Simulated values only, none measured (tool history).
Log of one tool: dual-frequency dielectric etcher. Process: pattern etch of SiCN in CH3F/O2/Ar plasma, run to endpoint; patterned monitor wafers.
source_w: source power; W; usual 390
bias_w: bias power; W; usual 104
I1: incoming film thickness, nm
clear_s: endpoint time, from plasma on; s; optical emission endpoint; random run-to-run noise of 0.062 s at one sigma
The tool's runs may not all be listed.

run 1 hour=0.0 | source_w=390 bias_w=111 | I1=7.59 | clear_s=20.4
run 2 hour=14.0 | source_w=390 bias_w=122 | I1=7.64 | clear_s=19.7
run 3 hour=27.6 | source_w=390 bias_w=122 | I1=7.66 | clear_s=19.7
-- hour=67.8 wet clean of the chamber
run 4 hour=68.3 | source_w=390 bias_w=104 | I1=7.55 | clear_s=20.0
-- hour=98.5 upper electrode replaced, of another model than before
run 5 hour=99.0 | source_w=390 bias_w=104 | I1=7.60 | clear_s=20.2
run 6 hour=100.0 | source_w=470 bias_w=94 | I1=7.61 | clear_s=20.7
-- hour=104.5 source power generator calibrated
run 7 hour=110.1 | source_w=470 bias_w=94 | I1=7.64 | clear_s=20.9
run 8 hour=124.6 | source_w=470 bias_w=94 | I1=7.59 | clear_s=20.7
-- hour=138.4 bias power generator calibrated
run 9 hour=138.9 | source_w=390 bias_w=130 | I1=7.53 | clear_s=17.2
run 10 hour=151.4 | source_w=300 bias_w=130 | I1=7.63 | clear_s=18.7
run 11 hour=162.9 | source_w=320 bias_w=104 | I1=7.55 | clear_s=21.1
run 12 hour=173.3 | source_w=470 bias_w=113 | I1=7.64 | clear_s=18.3
run 13 hour=182.2 | source_w=390 bias_w=104 | I1=7.62 | clear_s=20.4
run 14 hour=192.5 | source_w=360 bias_w=122 | I1=7.66 | clear_s=18.8
run 15 hour=204.2 | source_w=470 bias_w=113 | I1=7.67 | clear_s=18.4
run 16 hour=212.5 | source_w=390 bias_w=104 | I1=7.57 | clear_s=20.4
run 17 hour=220.0 | source_w=450 bias_w=84 | I1=7.60 | clear_s=23.1

3 options for the next run, each taken on its own from the tool as it stands now. Forecast them:
run A hour=220.4 | source_w=390 bias_w=104 | I1=7.56 | clear_s=?
run B hour=220.4 | source_w=300 bias_w=104 | I1=7.56 | clear_s=?
run C hour=220.4 | source_w=420 bias_w=93 | I1=7.56 | clear_s=?

run=A clear_s=20.3
run=B clear_s=21.7
run=C clear_s=21.6
Without the tool's unlogged condition, the same runs would have read:
run=A clear_s=19.8
run=B clear_s=21.2
run=C clear_s=21.1
